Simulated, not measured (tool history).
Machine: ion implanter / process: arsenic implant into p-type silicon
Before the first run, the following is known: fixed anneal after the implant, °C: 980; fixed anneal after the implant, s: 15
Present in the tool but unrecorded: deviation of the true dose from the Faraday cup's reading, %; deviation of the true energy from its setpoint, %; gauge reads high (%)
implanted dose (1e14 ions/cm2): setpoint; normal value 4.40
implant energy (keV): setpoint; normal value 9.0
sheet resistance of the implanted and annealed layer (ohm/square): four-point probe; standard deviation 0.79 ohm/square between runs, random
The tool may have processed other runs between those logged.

run   hour  implanted dose (1e14 ions/cm2)  implant energy (keV)  wafers since the last listed run  hours since the last dose calibration  hours since the extraction supply was calibrated  hours since the gauge calibration  read-back reference wafer on the same gauge, sheet resistance  sheet resistance of the implanted and annealed layer (ohm/square)
  1    0.0                            4.40                   9.0                                 0                                  824.7                                            3126.5                              116.1                                                         293.96                                                             248.64
  2   35.9                            4.40                   9.0                               603                                  860.6                                            3162.4                              152.0                                                         293.88                                                             250.67
  3   50.5                            4.40                   9.0                               245                                  875.2                                            3177.0                              166.6                                                         294.15                                                             249.03
  4   83.4                            4.92                   9.0                               553                                  908.1                                            3209.9                              199.5                                                         293.78                                                             232.32
  5  119.2                            4.92                   9.0                               602                                  943.9                                            3245.7                              235.3                                                         293.95                                                             233.45
  6  140.7                            4.40                   9.0                               361                                  965.4                                            3267.2                              256.8                                                         294.12                                                             249.31
  7  159.4                            4.40                   9.0                               314                                  984.1                                            3285.9                              275.5                                                         293.81                                                             248.38
  8  178.2                            4.40                   9.0                               316                                 1002.9                                            3304.7                              294.3                                                         293.95                                                             248.72
  9  207.6                            4.40                   9.0                               494                                 1032.3                                            3334.1                              323.7                                                         293.90                                                             249.82
 10  227.1                            4.40                   9.0                               327                                 1051.8                                            3353.6                              343.2                                                         293.94                                                             248.76
 11  240.7                            4.40                   9.0                               228                                 1065.4                                            3367.2                              356.8                                                         294.19                                                             249.75
 12  273.7                            4.40                   9.0                               555                                 1098.4                                            3400.2                              389.8                                                         293.89                                                             250.31
 13  288.5                            4.40                   9.0                               248                                 1113.2                                            3415.0                              404.6                                                         294.17                                                             248.55
 14  311.1                            4.40                   9.0                               380                                 1135.8                                            3437.6                              427.2                                                         294.05                                                             248.12
 15  393.3                            4.40                   9.0                              1382                                 1218.0                                            3519.8                              509.4                                                         294.03                                                             249.52
     437.6  -- extraction supply calibrated
 16  479.2                            4.40                  10.0                              1310                                 1303.9                                              41.6                              595.3                                                         294.08                                                             246.41
 17  499.2                            3.63                  10.5                               336                                 1323.9                                              61.6                              615.3                                                         294.29                                                             278.56
     518.8  -- gauge calibrated
 18  528.1                            4.40                   9.0                               486                                 1352.8                                              90.5                                9.3                                                         294.00                                                             250.30
 19  562.5                            3.25                   9.0                               578                                 1387.2                                             124.9                               43.7                                                         294.30                                                             307.62
 20  595.3                            5.07                  10.5                               551                                 1420.0                                             157.7                               76.5                                                         294.26                                                             222.52
     613.1  -- Faraday cup replaced and dose calibrated
 21  630.7                            3.21                  11.0                               460                                   17.6                                             193.1                              111.9                                                         294.11                                                             316.81
 22  648.4                            4.40                   9.0                               297                                   35.3                                             210.8                              129.6                                                         293.79                                                             257.01
 23  667.6                            4.40                   9.0                               322                                   54.5                                             230.0                              148.8                                                         293.98                                                             256.17
 24  702.8                            4.40                   9.0                               592                                   89.7                                             265.2                              184.0                                                         293.96                                                             255.20
 25  730.9                            3.71                  11.0                               472                                  117.8                                             293.3                              212.1                                                         293.78                                                             281.04
 26  792.0                            5.43                   9.0                              1027                                  178.9                                             354.4                              273.2                                                         294.12                                                             225.32
 27  825.2                            3.58                  11.5                               558                                  212.1                                             387.6                              306.4                                                         294.04                                                             287.16
 28  853.6                            4.40                   9.0                               477                                  240.5                                             416.0                              334.8                                                         294.07                                                             254.77
 29  875.7                            3.47                   8.0                               371                                  262.6                                             438.1                              356.9                                                         293.93                                                             306.07

Alternative continuations, all from the tool just after run 29; predict every row:
  A  876.1                            5.33                   9.0                                 6                                  263.0                                             438.5                              357.3                                                              ?                                                                  ?
  B  876.1                            3.84                   9.0                                 6                                  263.0                                             438.5                              357.3                                                              ?                                                                  ?
  C  876.1                            4.90                  11.0                                 6                                  263.0                                             438.5                              357.3                                                              ?                                                                  ?

run  read-back reference wafer on the same gauge, sheet resistance  sheet resistance of the implanted and annealed layer (ohm/square)
  A                                                         294.11                                                             225.64
  B                                                         294.11                                                             279.22
  C                                                         294.11                                                             230.60
Had the tool no hidden state, the same runs would have come out as:
run  sheet resistance of the implanted and annealed layer (ohm/square)
  A                                                             227.83
  B                                                             282.66
  C                                                             233.10
